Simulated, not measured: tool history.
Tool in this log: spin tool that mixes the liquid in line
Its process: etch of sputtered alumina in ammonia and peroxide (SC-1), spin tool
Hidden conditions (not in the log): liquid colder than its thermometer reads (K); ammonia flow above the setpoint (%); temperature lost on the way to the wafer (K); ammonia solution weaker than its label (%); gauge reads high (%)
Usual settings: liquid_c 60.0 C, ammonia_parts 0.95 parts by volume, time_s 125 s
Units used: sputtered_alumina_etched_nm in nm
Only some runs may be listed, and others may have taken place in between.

run	hour	liquid_c	ammonia_parts	time_s	wafers since the last listed run	hours since the thermometer was replaced	hours since the ammonia flow meter was replaced	hours since the heated supply line was repaired	hours since the drum of ammonia solution was connected	hours since the gauge calibration	read-back film thickness of the sputtered alumina reference wafer, read on the same gauge (nm)	sputtered_alumina_etched_nm
1	0.0	60.0	0.95	125	0	1878.9	1022.0	1781.0	122.5	1644.7	120.02	7.30
2	89.5	60.0	0.95	125	847	1968.4	1111.5	1870.5	212.0	1734.2	120.00	7.35
3	157.7	60.0	1.20	125	645	2036.6	1179.7	1938.7	280.2	1802.4	119.99	7.44
# hour 188.7: thermometer replaced
4	212.4	52.0	1.15	75	508	23.7	1234.4	1993.4	334.9	1857.1	120.00	2.87
5	256.6	60.0	0.95	125	418	67.9	1278.6	2037.6	379.1	1901.3	119.99	7.26
6	348.2	60.0	0.95	65	867	159.5	1370.2	2129.2	470.7	1992.9	120.00	3.72
7	404.6	55.0	1.20	125	534	215.9	1426.6	2185.6	527.1	2049.3	120.01	5.77
8	454.8	60.0	0.70	125	475	266.1	1476.8	2235.8	577.3	2099.5	120.02	6.99
9	515.4	57.0	0.95	125	573	326.7	1537.4	2296.4	637.9	2160.1	120.01	6.22
# hour 597.3: heated supply line repaired
# hour 605.7: new drum of ammonia solution connected
10	620.3	60.0	1.05	80	974	431.6	1642.3	23.0	14.6	2265.0	119.99	4.39
11	710.6	60.0	0.95	125	855	521.9	1732.6	113.3	104.9	2355.3	120.00	6.80
# hour 804.3: ammonia flow meter replaced
12	837.0	60.0	0.95	125	1187	648.3	32.7	239.7	231.3	2481.7	120.02	6.84
# hour 890.8: gauge calibrated
13	930.3	65.5	1.20	105	883	741.6	126.0	333.0	324.6	39.5	119.99	7.56
# hour 986.1: heated supply line repaired, repeated, since the last time left the tool worse
14	1013.8	69.5	1.10	170	781	825.1	209.5	27.7	408.1	123.0	120.00	16.80
15	1076.9	60.0	0.75	50	597	888.2	272.6	90.8	471.2	186.1	120.01	3.00
16	1136.8	60.0	1.10	125	567	948.1	332.5	150.7	531.1	246.0	120.01	7.90
17	1199.2	60.0	0.95	180	590	1010.5	394.9	213.1	593.5	308.4	120.00	11.25
18	1256.3	66.0	1.20	155	540	1067.6	452.0	270.2	650.6	365.5	120.02	13.09
# hour 1273.3: new drum of ammonia solution connected
19	1316.7	54.5	1.10	195	562	1128.0	512.4	330.6	43.4	425.9	119.99	9.21
20	1370.8	68.0	0.95	95	512	1182.1	566.5	384.7	97.5	480.0	120.03	8.64
21	1457.7	70.0	0.75	125	823	1269.0	653.4	471.6	184.4	566.9	120.00	12.44
22	1509.5	60.0	0.95	125	490	1320.8	705.2	523.4	236.2	618.7	119.99	7.64
23	1563.0	66.5	1.15	80	506	1374.3	758.7	576.9	289.7	672.2	119.99	6.97
24	1696.6	60.0	0.75	125	1265	1507.9	892.3	710.5	423.3	805.8	119.98	7.34
25	1762.6	64.0	0.60	85	625	1573.9	958.3	776.5	489.3	871.8	119.99	6.06

Alternative continuations, all from the tool just after run 25; predict every row:
A	1763.1	60.0	0.95	125	4	1574.4	958.8	777.0	489.8	872.3	?	?
B	1763.1	63.5	1.20	150	4	1574.4	958.8	777.0	489.8	872.3	?	?
C	1763.1	66.0	0.75	165	4	1574.4	958.8	777.0	489.8	872.3	?	?

run	read-back film thickness of the sputtered alumina reference wafer, read on the same gauge (nm)	sputtered_alumina_etched_nm
A	120.00	7.63
B	120.00	11.19
C	120.00	13.34
With no hidden state in the tool, these same runs would have given:
run	sputtered_alumina_etched_nm
A	7.93
B	11.62
C	13.85
